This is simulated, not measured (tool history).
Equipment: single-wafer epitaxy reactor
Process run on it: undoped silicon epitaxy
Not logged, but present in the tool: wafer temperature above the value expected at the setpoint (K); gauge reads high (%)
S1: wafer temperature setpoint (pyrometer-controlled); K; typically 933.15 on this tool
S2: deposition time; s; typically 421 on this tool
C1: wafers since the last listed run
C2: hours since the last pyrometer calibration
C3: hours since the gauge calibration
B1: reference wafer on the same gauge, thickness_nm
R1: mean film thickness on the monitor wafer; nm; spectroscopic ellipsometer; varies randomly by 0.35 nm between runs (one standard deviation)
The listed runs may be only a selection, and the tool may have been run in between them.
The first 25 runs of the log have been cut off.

{"hour": 1778.5, "done": "pyrometer calibrated"}
{"run": 26, "hour": 1794.4, "S1": 933.15, "S2": 396, "C1": 321, "C2": 15.9, "C3": 230.4, "B1": 94.953, "R1": 81.278}
{"run": 27, "hour": 1833.2, "S1": 933.15, "S2": 421, "C1": 212, "C2": 54.7, "C3": 269.2, "B1": 95.011, "R1": 86.565}
{"run": 28, "hour": 1885.5, "S1": 933.15, "S2": 361, "C1": 287, "C2": 107.0, "C3": 321.5, "B1": 95.067, "R1": 73.867}
{"run": 29, "hour": 1959.2, "S1": 919.15, "S2": 349, "C1": 404, "C2": 180.7, "C3": 395.2, "B1": 95.197, "R1": 54.794}
{"run": 30, "hour": 2005.8, "S1": 943.15, "S2": 481, "C1": 255, "C2": 227.3, "C3": 441.8, "B1": 95.207, "R1": 117.733}
{"run": 31, "hour": 2076.8, "S1": 933.15, "S2": 421, "C1": 389, "C2": 298.3, "C3": 512.8, "B1": 95.007, "R1": 86.347}
{"run": 32, "hour": 2161.4, "S1": 947.15, "S2": 421, "C1": 464, "C2": 382.9, "C3": 597.4, "B1": 94.979, "R1": 111.418}
{"run": 33, "hour": 2261.4, "S1": 921.15, "S2": 449, "C1": 548, "C2": 482.9, "C3": 697.4, "B1": 95.15, "R1": 72.772}
{"run": 34, "hour": 2358.8, "S1": 933.15, "S2": 421, "C1": 534, "C2": 580.3, "C3": 794.8, "B1": 95.105, "R1": 84.925}
{"run": 35, "hour": 2396.3, "S1": 921.15, "S2": 348, "C1": 205, "C2": 617.8, "C3": 832.3, "B1": 95.177, "R1": 56.167}
{"run": 36, "hour": 2494.6, "S1": 927.15, "S2": 458, "C1": 539, "C2": 716.1, "C3": 930.6, "B1": 95.142, "R1": 82.865}
{"run": 37, "hour": 2537.3, "S1": 924.15, "S2": 370, "C1": 234, "C2": 758.8, "C3": 973.3, "B1": 95.167, "R1": 63.308}

Below are 3 alternative next runs, each starting from the tool's condition after run 37. Predict each:
{"run": "A", "hour": 2537.8, "S1": 933.15, "S2": 421, "C1": 2, "C2": 759.3, "C3": 973.8, "B1": "?", "R1": "?"}
{"run": "B", "hour": 2537.8, "S1": 944.15, "S2": 421, "C1": 2, "C2": 759.3, "C3": 973.8, "B1": "?", "R1": "?"}
{"run": "C", "hour": 2537.8, "S1": 920.15, "S2": 449, "C1": 2, "C2": 759.3, "C3": 973.8, "B1": "?", "R1": "?"}

run=A B1=95.034 R1=84.960
run=B B1=95.034 R1=104.251
run=C B1=95.034 R1=70.754
Stripped of hidden state, with their random variation kept, the same runs would have yielded:
run=A R1=86.318
run=B R1=105.882
run=C R1=71.913
